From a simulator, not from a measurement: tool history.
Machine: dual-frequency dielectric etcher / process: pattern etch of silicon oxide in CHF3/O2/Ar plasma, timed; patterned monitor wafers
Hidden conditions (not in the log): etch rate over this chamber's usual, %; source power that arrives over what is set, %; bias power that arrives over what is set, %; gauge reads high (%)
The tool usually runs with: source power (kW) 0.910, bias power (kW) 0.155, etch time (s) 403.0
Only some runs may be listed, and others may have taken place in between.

run	hour	source power (kW)	bias power (kW)	etch time (s)	wafers since the last listed run	hours since the last wet clean	hours since the last source power generator calibration	hours since the last bias power generator calibration	hours since the last upper electrode change	hours since the gauge calibration	read-back reference wafer on the same gauge, depth_nm	mean etch depth across the wafer (angstrom)
1	0.0	0.910	0.155	403.0	0	560.1	1746.6	2536.5	2301.4	1280.9	849.4	8946
2	53.9	0.910	0.155	499.0	267	614.0	1800.5	2590.4	2355.3	1334.8	849.6	11176
# hour 101.9: wet clean of the chamber
3	121.2	0.910	0.155	499.0	215	19.3	1867.8	2657.7	2422.6	1402.1	849.3	10810
4	179.8	0.910	0.155	499.0	291	77.9	1926.4	2716.3	2481.2	1460.7	849.5	10704
5	272.1	0.910	0.155	403.0	458	170.2	2018.7	2808.6	2573.5	1553.0	848.9	8796
6	346.2	0.820	0.134	403.0	368	244.3	2092.8	2882.7	2647.6	1627.1	850.8	7975
7	423.8	0.910	0.155	403.0	385	321.9	2170.4	2960.3	2725.2	1704.7	848.5	8957
8	603.4	0.910	0.155	403.0	892	501.5	2350.0	3139.9	2904.8	1884.3	848.8	8979
# hour 686.1: wet clean of the chamber
9	694.5	0.910	0.171	472.5	333	8.4	2441.1	3231.0	2995.9	1975.4	848.4	10675
# hour 768.0: upper electrode replaced
10	793.7	0.700	0.155	403.0	373	107.6	2540.3	3330.2	25.7	2074.6	849.3	7865
# hour 814.1: gauge calibrated
# hour 817.6: source power generator calibrated
11	878.4	0.910	0.155	403.0	401	192.3	60.8	3414.9	110.4	64.3	849.7	8820
12	918.6	0.740	0.136	365.0	199	232.5	101.0	3455.1	150.6	104.5	847.7	6901
13	1011.3	1.100	0.171	349.0	460	325.2	193.7	3547.8	243.3	197.2	849.5	8761
14	1048.7	0.730	0.134	500.5	185	362.6	231.1	3585.2	280.7	234.6	849.6	9546
15	1140.1	0.730	0.126	296.5	454	454.0	322.5	3676.6	372.1	326.0	850.5	5535
16	1207.2	0.910	0.155	510.5	333	521.1	389.6	3743.7	439.2	393.1	848.7	11625
# hour 1275.4: wet clean of the chamber
17	1275.9	1.140	0.185	299.5	222	0.5	458.3	3812.4	507.9	461.8	850.1	7693
18	1425.3	0.910	0.155	403.0	742	149.9	607.7	3961.8	657.3	611.2	849.0	8763
19	1520.1	0.910	0.155	403.0	471	244.7	702.5	4056.6	752.1	706.0	849.2	9006
20	1566.6	0.990	0.117	488.0	231	291.2	749.0	4103.1	798.6	752.5	848.3	10022
21	1615.0	0.910	0.172	403.0	240	339.6	797.4	4151.5	847.0	800.9	848.5	9349
# hour 1669.1: bias power generator calibrated
22	1748.1	0.840	0.122	287.0	641	472.7	930.5	79.0	980.1	934.0	849.3	5623
23	1807.7	1.040	0.181	403.0	296	532.3	990.1	138.6	1039.7	993.6	849.4	10273
# hour 1840.1: wet clean of the chamber
24	1861.2	0.910	0.155	403.0	146	21.1	1043.6	192.1	1093.2	1047.1	848.3	8703
25	1932.1	0.740	0.186	480.5	352	92.0	1114.5	263.0	1164.1	1118.0	848.7	10593
26	1981.2	0.740	0.155	439.0	244	141.1	1163.6	312.1	1213.2	1167.1	848.6	8905
27	2068.4	1.040	0.173	318.0	433	228.3	1250.8	399.3	1300.4	1254.3	848.4	7790
28	2160.7	0.910	0.155	403.0	458	320.6	1343.1	491.6	1392.7	1346.6	849.7	9007
29	2252.1	0.910	0.140	403.0	454	412.0	1434.5	583.0	1484.1	1438.0	849.2	8653
30	2342.9	0.760	0.134	403.0	451	502.8	1525.3	673.8	1574.9	1528.8	849.3	7930

Pick out some run-to-run changes in mean etch depth across the wafer (angstrom). Of each, how much would a tool without hidden state show as well, from the settings, what came in and chance, and how much is left for the hidden state and any gauge scatter not in both results compared?
Run 2 -> 3: wet clean of the chamber. mean etch depth across the wafer (angstrom) -366: hidden state -392, all else +26.
Run 14 -> 15: bias power (kW) 0.134 -> 0.126, etch time (s) 500.5 -> 296.5. mean etch depth across the wafer (angstrom) -4011: hidden state -85, all else -3926.
Run 15 -> 16: source power (kW) 0.730 -> 0.910, bias power (kW) 0.126 -> 0.155, etch time (s) 296.5 -> 510.5. mean etch depth across the wafer (angstrom) +6090: hidden state +289, all else +5801.
Run 16 -> 17: source power (kW) 0.910 -> 1.140, bias power (kW) 0.155 -> 0.185, etch time (s) 510.5 -> 299.5, wet clean of the chamber. mean etch depth across the wafer (angstrom) -3932: hidden state -443, all else -3489.
Run 22 -> 23: source power (kW) 0.840 -> 1.040, bias power (kW) 0.122 -> 0.181, etch time (s) 287.0 -> 403.0. mean etch depth across the wafer (angstrom) +4650: hidden state +250, all else +4400.
Run 23 -> 24: source power (kW) 1.040 -> 0.910, bias power (kW) 0.181 -> 0.155, wet clean of the chamber. mean etch depth across the wafer (angstrom) -1570: hidden state -391, all else -1179.

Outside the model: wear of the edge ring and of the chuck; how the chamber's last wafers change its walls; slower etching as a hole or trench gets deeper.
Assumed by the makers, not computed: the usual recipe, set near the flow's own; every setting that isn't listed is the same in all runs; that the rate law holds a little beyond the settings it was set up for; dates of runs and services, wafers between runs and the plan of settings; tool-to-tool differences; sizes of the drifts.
